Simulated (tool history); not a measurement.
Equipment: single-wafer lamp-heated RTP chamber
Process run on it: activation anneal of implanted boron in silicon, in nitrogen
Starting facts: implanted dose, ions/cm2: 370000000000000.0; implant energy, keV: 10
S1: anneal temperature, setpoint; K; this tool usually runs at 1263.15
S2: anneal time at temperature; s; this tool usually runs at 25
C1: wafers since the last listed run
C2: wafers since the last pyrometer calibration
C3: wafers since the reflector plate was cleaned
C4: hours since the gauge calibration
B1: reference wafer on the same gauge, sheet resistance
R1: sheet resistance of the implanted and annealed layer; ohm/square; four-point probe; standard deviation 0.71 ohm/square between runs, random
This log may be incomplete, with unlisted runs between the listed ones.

run,hour,S1,S2,C1,C2,C3,C4,B1,R1
1,0,1255.15,34,0,419,6565,209.1,350.01,309.04
2,14.9,1243.15,25,138,557,6703,224,349.77,317.64
3,28.3,1243.15,25,124,682,6828,237.4,349.86,317.07
4,38.9,1243.15,25,98,781,6927,248,349.97,316.9
5,51.9,1263.15,25,120,901,7047,261,349.7,305.73
6,59.1,1263.15,25,66,968,7114,268.2,349.93,305.12
7,65.1,1263.15,25,55,1024,7170,274.2,350.26,305.53
8,82.8,1263.15,25,164,1189,7335,291.9,350.03,305.65
9,96,1263.15,25,122,1311,7457,305.1,350.24,304.72
10,113.4,1263.15,25,161,1473,7619,322.5,350.19,304.62
11,129.6,1263.15,25,150,1624,7770,338.7,350,304.98
12,144.6,1286.15,32,139,1763,7909,353.7,350.01,300.18
# hour 156.1: reflector plate cleaned
# hour 157.5: gauge calibrated
13,160.6,1286.15,32,74,1838,41,3.1,349.8,300.11
14,169.4,1286.15,32,81,1919,123,11.9,350.19,301.39
15,179.8,1263.15,25,96,2016,219,22.3,349.89,303.98
16,188.6,1251.15,19,81,2098,301,31.1,350.05,308.96
# hour 211.6: pyrometer window cleaned and pyrometer calibrated
17,212.1,1263.15,25,144,4,445,54.6,350.02,308.41
18,213.4,1245.15,16,12,16,457,55.9,350.19,322.25
19,219.4,1263.15,25,55,72,513,61.9,350.18,308.62
20,227.9,1263.15,15,79,151,592,70.4,349.78,309.21
21,280.8,1244.15,37,491,643,1084,123.3,349.67,313.95
22,293.6,1263.15,37,118,762,1203,136.1,349.93,304.75
23,310.5,1263.15,25,157,919,1360,153,349.92,305.11
24,324,1283.15,16,125,1044,1485,166.5,349.96,304.17
25,343.5,1244.15,10,181,1225,1667,186,349.76,320.43
26,358.9,1249.15,25,143,1369,1810,201.4,350.12,311.23
27,367.2,1263.15,25,77,1446,1887,209.7,349.92,305.48
28,384.1,1235.15,25,157,1603,2044,226.6,349.95,321.31
29,391.8,1239.15,38,71,1674,2116,234.3,349.74,312.91

Each run again, without the hidden state but with its own random variation kept:
Unlogged tool condition in this case: true wafer temperature minus pyrometer reading, K; wafer temperature error from the tarnished reflector plate, K; gauge reads high (%).
run,R1
1,310.67
2,321.75
3,321.8
4,322.1
5,307.82
6,307.33
7,307.83
8,308.21
9,307.46
10,307.6
11,308.17
12,301.28
13,301.27
14,302.59
15,307.75
16,316.63
17,308.46
18,322.49
19,308.82
20,309.65
21,317.06
22,306.15
23,306.96
24,304.9
25,328.49
26,316.41
27,308.19
28,333.23
29,321.71

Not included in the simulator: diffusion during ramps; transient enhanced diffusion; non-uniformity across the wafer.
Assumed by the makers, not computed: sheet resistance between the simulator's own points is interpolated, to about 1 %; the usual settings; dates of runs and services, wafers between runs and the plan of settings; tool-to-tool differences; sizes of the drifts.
